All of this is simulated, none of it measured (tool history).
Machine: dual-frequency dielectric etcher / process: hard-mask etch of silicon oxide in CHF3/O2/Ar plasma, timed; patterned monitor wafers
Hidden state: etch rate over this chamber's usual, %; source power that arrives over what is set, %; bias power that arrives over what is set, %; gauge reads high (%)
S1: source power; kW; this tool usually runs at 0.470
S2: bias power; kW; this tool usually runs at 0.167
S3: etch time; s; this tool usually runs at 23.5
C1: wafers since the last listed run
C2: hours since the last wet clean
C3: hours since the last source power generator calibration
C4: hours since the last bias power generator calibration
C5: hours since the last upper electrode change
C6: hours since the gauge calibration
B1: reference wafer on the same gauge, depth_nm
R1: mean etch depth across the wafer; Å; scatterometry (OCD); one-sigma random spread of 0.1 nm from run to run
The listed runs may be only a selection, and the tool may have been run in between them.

{"run": 1, "hour": 0.0, "S1": 0.47, "S2": 0.167, "S3": 23.5, "C1": 0, "C2": 120.8, "C3": 1018.0, "C4": 1708.0, "C5": 3378.8, "C6": 1317.0, "B1": 45.69, "R1": 384.3}
{"run": 2, "hour": 41.6, "S1": 0.39, "S2": 0.167, "S3": 23.5, "C1": 398, "C2": 162.4, "C3": 1059.6, "C4": 1749.6, "C5": 3420.4, "C6": 1358.6, "B1": 45.74, "R1": 368.5}
{"run": 3, "hour": 99.0, "S1": 0.39, "S2": 0.167, "S3": 23.5, "C1": 549, "C2": 219.8, "C3": 1117.0, "C4": 1807.0, "C5": 3477.8, "C6": 1416.0, "B1": 45.74, "R1": 368.6}
{"run": 4, "hour": 194.0, "S1": 0.47, "S2": 0.189, "S3": 23.5, "C1": 909, "C2": 314.8, "C3": 1212.0, "C4": 1902.0, "C5": 3572.8, "C6": 1511.0, "B1": 45.71, "R1": 393.6}
{"run": 5, "hour": 295.7, "S1": 0.47, "S2": 0.189, "S3": 23.5, "C1": 973, "C2": 416.5, "C3": 1313.7, "C4": 2003.7, "C5": 3674.5, "C6": 1612.7, "B1": 45.69, "R1": 390.4}
{"run": 6, "hour": 398.1, "S1": 0.47, "S2": 0.189, "S3": 23.5, "C1": 979, "C2": 518.9, "C3": 1416.1, "C4": 2106.1, "C5": 3776.9, "C6": 1715.1, "B1": 45.65, "R1": 390.8}
{"run": 7, "hour": 450.0, "S1": 0.47, "S2": 0.167, "S3": 23.5, "C1": 496, "C2": 570.8, "C3": 1468.0, "C4": 2158.0, "C5": 3828.8, "C6": 1767.0, "B1": 45.66, "R1": 377.1}
{"hour": 509.2, "done": "wet clean of the chamber"}
{"run": 8, "hour": 524.9, "S1": 0.47, "S2": 0.167, "S3": 23.5, "C1": 487, "C2": 15.7, "C3": 1542.9, "C4": 2232.9, "C5": 3903.7, "C6": 1841.9, "B1": 45.72, "R1": 386.1}
{"hour": 531.2, "done": "bias power generator calibrated"}
{"run": 9, "hour": 606.4, "S1": 0.47, "S2": 0.167, "S3": 23.5, "C1": 741, "C2": 97.2, "C3": 1624.4, "C4": 75.2, "C5": 3985.2, "C6": 1923.4, "B1": 45.69, "R1": 384.4}
{"run": 10, "hour": 655.1, "S1": 0.44, "S2": 0.155, "S3": 23.5, "C1": 466, "C2": 145.9, "C3": 1673.1, "C4": 123.9, "C5": 4033.9, "C6": 1972.1, "B1": 45.71, "R1": 371.1}
{"run": 11, "hour": 706.7, "S1": 0.54, "S2": 0.197, "S3": 23.5, "C1": 493, "C2": 197.5, "C3": 1724.7, "C4": 175.5, "C5": 4085.5, "C6": 2023.7, "B1": 45.72, "R1": 411.0}
{"run": 12, "hour": 793.0, "S1": 0.51, "S2": 0.13, "S3": 30.5, "C1": 825, "C2": 283.8, "C3": 1811.0, "C4": 261.8, "C5": 4171.8, "C6": 2110.0, "B1": 45.7, "R1": 472.8}
{"hour": 838.3, "done": "source power generator calibrated"}
{"run": 13, "hour": 894.7, "S1": 0.47, "S2": 0.128, "S3": 23.5, "C1": 935, "C2": 385.5, "C3": 56.4, "C4": 363.5, "C5": 4273.5, "C6": 2211.7, "B1": 45.68, "R1": 352.6}
{"run": 14, "hour": 941.0, "S1": 0.39, "S2": 0.167, "S3": 18.0, "C1": 443, "C2": 431.8, "C3": 102.7, "C4": 409.8, "C5": 4319.8, "C6": 2258.0, "B1": 45.66, "R1": 278.3}
{"run": 15, "hour": 1029.3, "S1": 0.4, "S2": 0.18, "S3": 23.5, "C1": 845, "C2": 520.1, "C3": 191.0, "C4": 498.1, "C5": 4408.1, "C6": 2346.3, "B1": 45.7, "R1": 372.9}
{"hour": 1092.1, "done": "wet clean of the chamber"}
{"run": 16, "hour": 1101.5, "S1": 0.47, "S2": 0.167, "S3": 23.5, "C1": 461, "C2": 9.4, "C3": 263.2, "C4": 570.3, "C5": 4480.3, "C6": 2418.5, "B1": 45.75, "R1": 381.9}
{"run": 17, "hour": 1155.8, "S1": 0.52, "S2": 0.167, "S3": 20.0, "C1": 519, "C2": 63.7, "C3": 317.5, "C4": 624.6, "C5": 4534.6, "C6": 2472.8, "B1": 45.71, "R1": 331.3}
{"run": 18, "hour": 1217.1, "S1": 0.52, "S2": 0.167, "S3": 26.0, "C1": 586, "C2": 125.0, "C3": 378.8, "C4": 685.9, "C5": 4595.9, "C6": 2534.1, "B1": 45.69, "R1": 428.8}
{"run": 19, "hour": 1315.6, "S1": 0.43, "S2": 0.208, "S3": 29.0, "C1": 942, "C2": 223.5, "C3": 477.3, "C4": 784.4, "C5": 4694.4, "C6": 2632.6, "B1": 45.68, "R1": 490.6}
{"run": 20, "hour": 1395.7, "S1": 0.38, "S2": 0.206, "S3": 28.5, "C1": 766, "C2": 303.6, "C3": 557.4, "C4": 864.5, "C5": 4774.5, "C6": 2712.7, "B1": 45.71, "R1": 467.9}
{"hour": 1406.5, "done": "gauge calibrated"}
{"hour": 1471.3, "done": "upper electrode replaced"}
{"run": 21, "hour": 1471.8, "S1": 0.47, "S2": 0.167, "S3": 23.5, "C1": 498, "C2": 379.7, "C3": 633.5, "C4": 940.6, "C5": 0.5, "C6": 65.3, "B1": 45.67, "R1": 376.5}
{"run": 22, "hour": 1508.4, "S1": 0.43, "S2": 0.167, "S3": 21.0, "C1": 350, "C2": 416.3, "C3": 670.1, "C4": 977.2, "C5": 37.1, "C6": 101.9, "B1": 45.71, "R1": 332.0}
{"run": 23, "hour": 1573.1, "S1": 0.53, "S2": 0.153, "S3": 21.5, "C1": 619, "C2": 481.0, "C3": 734.8, "C4": 1041.9, "C5": 101.8, "C6": 166.6, "B1": 45.74, "R1": 345.5}
{"run": 24, "hour": 1663.7, "S1": 0.52, "S2": 0.143, "S3": 27.5, "C1": 867, "C2": 571.6, "C3": 825.4, "C4": 1132.5, "C5": 192.4, "C6": 257.2, "B1": 45.71, "R1": 429.9}
{"hour": 1747.8, "done": "wet clean of the chamber"}
{"run": 25, "hour": 1748.3, "S1": 0.47, "S2": 0.189, "S3": 23.5, "C1": 579, "C2": 0.5, "C3": 910.0, "C4": 1217.1, "C5": 277.0, "C6": 341.8, "B1": 45.72, "R1": 397.3}
{"run": 26, "hour": 1899.1, "S1": 0.47, "S2": 0.167, "S3": 23.5, "C1": 1443, "C2": 151.3, "C3": 1060.8, "C4": 1367.9, "C5": 427.8, "C6": 492.6, "B1": 45.69, "R1": 383.1}
{"run": 27, "hour": 1969.5, "S1": 0.41, "S2": 0.148, "S3": 23.5, "C1": 673, "C2": 221.7, "C3": 1131.2, "C4": 1438.3, "C5": 498.2, "C6": 563.0, "B1": 45.68, "R1": 361.0}
{"run": 28, "hour": 2018.5, "S1": 0.47, "S2": 0.142, "S3": 23.5, "C1": 468, "C2": 270.7, "C3": 1180.2, "C4": 1487.3, "C5": 547.2, "C6": 612.0, "B1": 45.74, "R1": 364.5}
{"run": 29, "hour": 2105.4, "S1": 0.47, "S2": 0.167, "S3": 23.5, "C1": 831, "C2": 357.6, "C3": 1267.1, "C4": 1574.2, "C5": 634.1, "C6": 698.9, "B1": 45.72, "R1": 381.4}

For each run, what was the tool's unlogged condition?
bias power that arrives over what is set, %: 0 at every run
gauge reads high (%): 0 at every run
H1: etch rate over this chamber's usual, %
H2: source power that arrives over what is set, %
run=1 H1=-0.448 H2=1.79
run=2 H1=-0.597 H2=1.89
run=3 H1=-0.802 H2=2.04
run=4 H1=-1.14 H2=2.31
run=5 H1=-1.5 H2=2.61
run=6 H1=-1.87 H2=2.95
run=7 H1=-2.06 H2=3.13
run=8 H1=-0.0497 H2=3.4
run=9 H1=-0.341 H2=3.71
run=10 H1=-0.515 H2=3.9
run=11 H1=-0.699 H2=4.11
run=12 H1=-1.01 H2=4.47
run=13 H1=-1.37 H2=0.207
run=14 H1=-1.54 H2=0.216
run=15 H1=-1.85 H2=0.247
run=16 H1=-0.119 H2=0.286
run=17 H1=-0.313 H2=0.324
run=18 H1=-0.532 H2=0.375
run=19 H1=-0.884 H2=0.476
run=20 H1=-1.17 H2=0.575
run=21 H1=-1.44 H2=0.684
run=22 H1=-1.57 H2=0.741
run=23 H1=-1.8 H2=0.85
run=24 H1=-2.13 H2=1.02
run=25 H1=0.462 H2=1.2
run=26 H1=-0.0765 H2=1.55
run=27 H1=-0.328 H2=1.74
run=28 H1=-0.503 H2=1.87
run=29 H1=-0.813 H2=2.13
